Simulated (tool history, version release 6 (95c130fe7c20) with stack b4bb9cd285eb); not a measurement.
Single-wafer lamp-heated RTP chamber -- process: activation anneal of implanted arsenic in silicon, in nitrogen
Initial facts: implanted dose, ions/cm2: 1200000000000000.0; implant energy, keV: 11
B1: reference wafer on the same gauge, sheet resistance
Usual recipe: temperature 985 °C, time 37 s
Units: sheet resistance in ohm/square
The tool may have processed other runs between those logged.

Run 1, day 0.000: usual settings; B1 174.64. Result: sheet resistance 154.79 ohm/square.
Run 2, day 4.467: usual settings but time 49 s; B1 174.94. Result: sheet resistance 148.12 ohm/square.
Run 3, day 8.033: usual settings; B1 174.87. Result: sheet resistance 156.07 ohm/square.
Run 4, day 9.975: usual settings; B1 175.06. Result: sheet resistance 154.96 ohm/square.
Run 5, day 15.892: usual settings; B1 175.41. Result: sheet resistance 156.28 ohm/square.
At day 17.967: pyrometer window cleaned and pyrometer calibrated.
Run 6, day 19.708: usual settings; B1 175.49. Result: sheet resistance 155.53 ohm/square.
At day 20.838: reflector plate cleaned.
Run 7, day 21.362: usual settings; B1 175.73. Result: sheet resistance 156.43 ohm/square.
Run 8, day 25.142: usual settings; B1 175.80. Result: sheet resistance 155.98 ohm/square.
Run 9, day 28.575: usual settings; B1 175.76. Result: sheet resistance 156.88 ohm/square.
Run 10, day 31.167: usual settings; B1 175.95. Result: sheet resistance 156.71 ohm/square.
Run 11, day 38.908: usual settings; B1 175.89. Result: sheet resistance 155.35 ohm/square.
Run 12, day 40.496: usual settings but time 28 s; B1 176.05. Result: sheet resistance 165.17 ohm/square.
At day 42.008: pyrometer window cleaned and pyrometer calibrated.
At day 42.233: reflector plate cleaned.
Run 13, day 43.896: usual settings but time 28 s; B1 176.44. Result: sheet resistance 164.06 ohm/square.
Run 14, day 57.308: usual settings but time 28 s; B1 176.16. Result: sheet resistance 165.36 ohm/square.
Run 15, day 58.912: usual settings but time 43 s; B1 176.36. Result: sheet resistance 152.00 ohm/square.
Run 16, day 63.150: usual settings but time 43 s; B1 176.61. Result: sheet resistance 152.08 ohm/square.
Run 17, day 65.000: usual settings; B1 176.46. Result: sheet resistance 158.01 ohm/square.
At day 66.062: pyrometer window cleaned and pyrometer calibrated.
At day 66.138: reflector plate cleaned.
Run 18, day 68.321: usual settings but temperature 970 °C, time 47 s; B1 176.43. Result: sheet resistance 165.87 ohm/square.
Run 19, day 69.875: usual settings but time 51 s; B1 176.22. Result: sheet resistance 147.24 ohm/square.
Run 20, day 72.421: usual settings but temperature 956 °C, time 27 s; B1 176.67. Result: sheet resistance 193.97 ohm/square.
Run 21, day 76.692: usual settings; B1 177.10. Result: sheet resistance 157.14 ohm/square.
At day 80.046: gauge calibrated.
Run 22, day 81.025: usual settings but temperature 996 °C, time 19 s; B1 168.36. Result: sheet resistance 158.91 ohm/square.
Run 23, day 83.188: usual settings but temperature 999 °C, time 48 s; B1 168.67. Result: sheet resistance 131.31 ohm/square.
At day 86.742: reflector plate cleaned.
Run 24, day 87.404: usual settings; B1 169.87. Result: sheet resistance 151.19 ohm/square.
Run 25, day 90.442: usual settings but temperature 1004 °C; B1 170.12. Result: sheet resistance 135.74 ohm/square.
At day 91.417: pyrometer window cleaned and pyrometer calibrated.
Run 26, day 93.371: usual settings but temperature 955 °C, time 55 s; B1 170.81. Result: sheet resistance 169.02 ohm/square.
Run 27, day 95.371: usual settings but time 29 s; B1 171.06. Result: sheet resistance 158.12 ohm/square.
Run 28, day 98.829: usual settings; B1 171.77. Result: sheet resistance 151.71 ohm/square.
Run 29, day 100.433: usual settings but temperature 1000 °C, time 16 s; B1 171.68. Result: sheet resistance 162.23 ohm/square.
Run 30, day 102.329: usual settings but time 44 s; B1 172.08. Result: sheet resistance 149.49 ohm/square.
Run 31, day 106.429: usual settings; B1 172.81. Result: sheet resistance 153.76 ohm/square.

Predict the results of run 32:
Run 32, day 108.417: usual settings; B1 ?. Result: sheet resistance ?.

For run 32 the tool returned B1 173.16, sheet resistance 153.42 ohm/square.
The same run, on a tool lacking any hidden state, would have yielded sheet resistance 149.12 ohm/square.
